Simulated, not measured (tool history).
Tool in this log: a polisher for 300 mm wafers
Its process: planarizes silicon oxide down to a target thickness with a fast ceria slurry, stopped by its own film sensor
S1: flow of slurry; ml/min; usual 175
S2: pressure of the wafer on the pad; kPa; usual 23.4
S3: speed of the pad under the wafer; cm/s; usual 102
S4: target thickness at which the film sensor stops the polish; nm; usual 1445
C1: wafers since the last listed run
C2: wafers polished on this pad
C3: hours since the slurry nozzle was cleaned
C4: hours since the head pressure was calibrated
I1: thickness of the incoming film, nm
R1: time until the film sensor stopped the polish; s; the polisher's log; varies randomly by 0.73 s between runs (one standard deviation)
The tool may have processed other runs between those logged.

run 1 hour=0.0 | S1=175 S2=29.0 S3=102 S4=1445 | C1=0 C2=1372 C3=191.3 C4=161.5 | I1=2270.9 | R1=43.6
run 2 hour=7.5 | S1=175 S2=29.0 S3=102 S4=1445 | C1=103 C2=1476 C3=198.8 C4=169.0 | I1=2247.8 | R1=41.2
-- hour=23.9 worn pad replaced by a new one
run 3 hour=24.4 | S1=175 S2=23.4 S3=102 S4=1445 | C1=177 C2=6 C3=215.7 C4=185.9 | I1=2252.4 | R1=49.5
run 4 hour=31.3 | S1=175 S2=23.4 S3=102 S4=1445 | C1=95 C2=101 C3=222.6 C4=192.8 | I1=2275.1 | R1=50.6
run 5 hour=69.5 | S1=175 S2=23.4 S3=102 S4=1445 | C1=525 C2=627 C3=260.8 C4=231.0 | I1=2272.3 | R1=50.3
run 6 hour=76.8 | S1=175 S2=23.4 S3=102 S4=1445 | C1=100 C2=727 C3=268.1 C4=238.3 | I1=2277.8 | R1=51.6
run 7 hour=91.4 | S1=175 S2=28.3 S3=102 S4=1445 | C1=201 C2=928 C3=282.7 C4=252.9 | I1=2273.9 | R1=45.4
run 8 hour=106.6 | S1=175 S2=28.3 S3=102 S4=1445 | C1=209 C2=1138 C3=297.9 C4=268.1 | I1=2251.3 | R1=43.9
-- hour=140.2 worn pad replaced by a new one
run 9 hour=140.7 | S1=175 S2=23.4 S3=102 S4=1445 | C1=414 C2=7 C3=332.0 C4=302.2 | I1=2228.0 | R1=49.1
run 10 hour=145.5 | S1=175 S2=23.4 S3=102 S4=1445 | C1=66 C2=73 C3=336.8 C4=307.0 | I1=2253.5 | R1=49.7
run 11 hour=154.6 | S1=175 S2=23.4 S3=102 S4=1445 | C1=125 C2=198 C3=345.9 C4=316.1 | I1=2253.6 | R1=50.2
run 12 hour=169.3 | S1=175 S2=23.4 S3=102 S4=1445 | C1=202 C2=401 C3=360.6 C4=330.8 | I1=2240.7 | R1=49.6
run 13 hour=177.3 | S1=175 S2=23.4 S3=102 S4=1445 | C1=110 C2=511 C3=368.6 C4=338.8 | I1=2264.9 | R1=49.4
run 14 hour=185.7 | S1=175 S2=23.4 S3=102 S4=1445 | C1=115 C2=627 C3=377.0 C4=347.2 | I1=2306.3 | R1=52.9
run 15 hour=202.1 | S1=175 S2=23.4 S3=102 S4=1445 | C1=225 C2=852 C3=393.4 C4=363.6 | I1=2224.8 | R1=48.1
-- hour=210.0 head pressure recalibrated
run 16 hour=216.7 | S1=175 S2=23.4 S3=102 S4=1445 | C1=173 C2=1026 C3=408.0 C4=6.7 | I1=2283.1 | R1=47.3
run 17 hour=229.5 | S1=175 S2=23.4 S3=102 S4=1445 | C1=176 C2=1202 C3=420.8 C4=19.5 | I1=2276.4 | R1=46.9
run 18 hour=241.5 | S1=140 S2=23.4 S3=78 S4=1445 | C1=165 C2=1367 C3=432.8 C4=31.5 | I1=2261.6 | R1=65.6
-- hour=258.0 worn pad replaced by a new one
run 19 hour=258.5 | S1=115 S2=23.4 S3=120 S4=1585 | C1=178 C2=6 C3=449.8 C4=48.5 | I1=2251.1 | R1=37.3
run 20 hour=296.1 | S1=200 S2=26.2 S3=76 S4=1358 | C1=517 C2=524 C3=487.4 C4=86.1 | I1=2299.9 | R1=65.8
run 21 hour=303.8 | S1=175 S2=23.4 S3=102 S4=1445 | C1=106 C2=630 C3=495.1 C4=93.8 | I1=2281.9 | R1=49.4
-- hour=309.6 slurry nozzle cleaned
run 22 hour=315.4 | S1=115 S2=26.9 S3=118 S4=1445 | C1=145 C2=776 C3=5.8 C4=105.4 | I1=2269.9 | R1=41.6
run 23 hour=328.4 | S1=175 S2=23.4 S3=102 S4=1345 | C1=178 C2=955 C3=18.8 C4=118.4 | I1=2225.0 | R1=52.4
run 24 hour=337.7 | S1=175 S2=23.4 S3=132 S4=1445 | C1=128 C2=1083 C3=28.1 C4=127.7 | I1=2257.1 | R1=38.4
run 25 hour=349.5 | S1=175 S2=23.4 S3=102 S4=1445 | C1=162 C2=1245 C3=39.9 C4=139.5 | I1=2254.6 | R1=49.1
-- hour=360.7 worn pad replaced by a new one
run 26 hour=365.3 | S1=175 S2=23.4 S3=102 S4=1679 | C1=162 C2=63 C3=55.7 C4=155.3 | I1=2289.7 | R1=36.3
run 27 hour=371.9 | S1=175 S2=27.6 S3=86 S4=1212 | C1=90 C2=154 C3=62.3 C4=161.9 | I1=2274.7 | R1=66.6
run 28 hour=379.7 | S1=200 S2=15.9 S3=136 S4=1615 | C1=107 C2=261 C3=70.1 C4=169.7 | I1=2275.0 | R1=36.8
run 29 hour=393.8 | S1=175 S2=23.4 S3=66 S4=1445 | C1=194 C2=455 C3=84.2 C4=183.8 | I1=2274.6 | R1=77.6
run 30 hour=403.1 | S1=175 S2=28.3 S3=102 S4=1445 | C1=128 C2=583 C3=93.5 C4=193.1 | I1=2300.8 | R1=45.9
run 31 hour=417.7 | S1=175 S2=23.4 S3=112 S4=1445 | C1=201 C2=784 C3=108.1 C4=207.7 | I1=2235.4 | R1=44.6
run 32 hour=432.0 | S1=155 S2=23.4 S3=102 S4=1445 | C1=196 C2=981 C3=122.4 C4=222.0 | I1=2284.7 | R1=52.3
run 33 hour=440.2 | S1=175 S2=29.6 S3=126 S4=1445 | C1=112 C2=1094 C3=130.6 C4=230.2 | I1=2267.0 | R1=35.1
run 34 hour=455.6 | S1=220 S2=16.5 S3=86 S4=1246 | C1=212 C2=1306 C3=146.0 C4=245.6 | I1=2286.5 | R1=91.3
-- hour=463.7 worn pad replaced by a new one
run 35 hour=469.6 | S1=175 S2=26.2 S3=102 S4=1445 | C1=137 C2=81 C3=160.0 C4=259.6 | I1=2247.3 | R1=46.3
run 36 hour=486.4 | S1=175 S2=23.4 S3=102 S4=1445 | C1=231 C2=312 C3=176.8 C4=276.4 | I1=2221.1 | R1=46.4
run 37 hour=494.4 | S1=175 S2=28.3 S3=102 S4=1445 | C1=110 C2=422 C3=184.8 C4=284.4 | I1=2280.5 | R1=45.4
run 38 hour=510.8 | S1=175 S2=20.0 S3=102 S4=1445 | C1=225 C2=648 C3=201.2 C4=300.8 | I1=2240.0 | R1=54.5

For each run, what was the tool's unlogged condition?
removal rate lost through wear of the pad, %: 0 across all the runs
slurry flow missing at the pad, %: 0 across all the runs
H1: deviation of the head's pressure from its setpoint, %
run=1 H1=-9.61
run=2 H1=-9.82
run=3 H1=-10.2
run=4 H1=-10.4
run=5 H1=-11.1
run=6 H1=-11.2
run=7 H1=-11.5
run=8 H1=-11.7
run=9 H1=-12
run=10 H1=-12.1
run=11 H1=-12.1
run=12 H1=-12.3
run=13 H1=-12.3
run=14 H1=-12.4
run=15 H1=-12.5
run=16 H1=-1.42
run=17 H1=-2.54
run=18 H1=-3.5
run=19 H1=-4.71
run=20 H1=-6.9
run=21 H1=-7.27
run=22 H1=-7.79
run=23 H1=-8.33
run=24 H1=-8.68
run=25 H1=-9.09
run=26 H1=-9.58
run=27 H1=-9.77
run=28 H1=-9.98
run=29 H1=-10.3
run=30 H1=-10.5
run=31 H1=-10.9
run=32 H1=-11.1
run=33 H1=-11.3
run=34 H1=-11.5
run=35 H1=-11.7
run=36 H1=-11.9
run=37 H1=-12
run=38 H1=-12.2
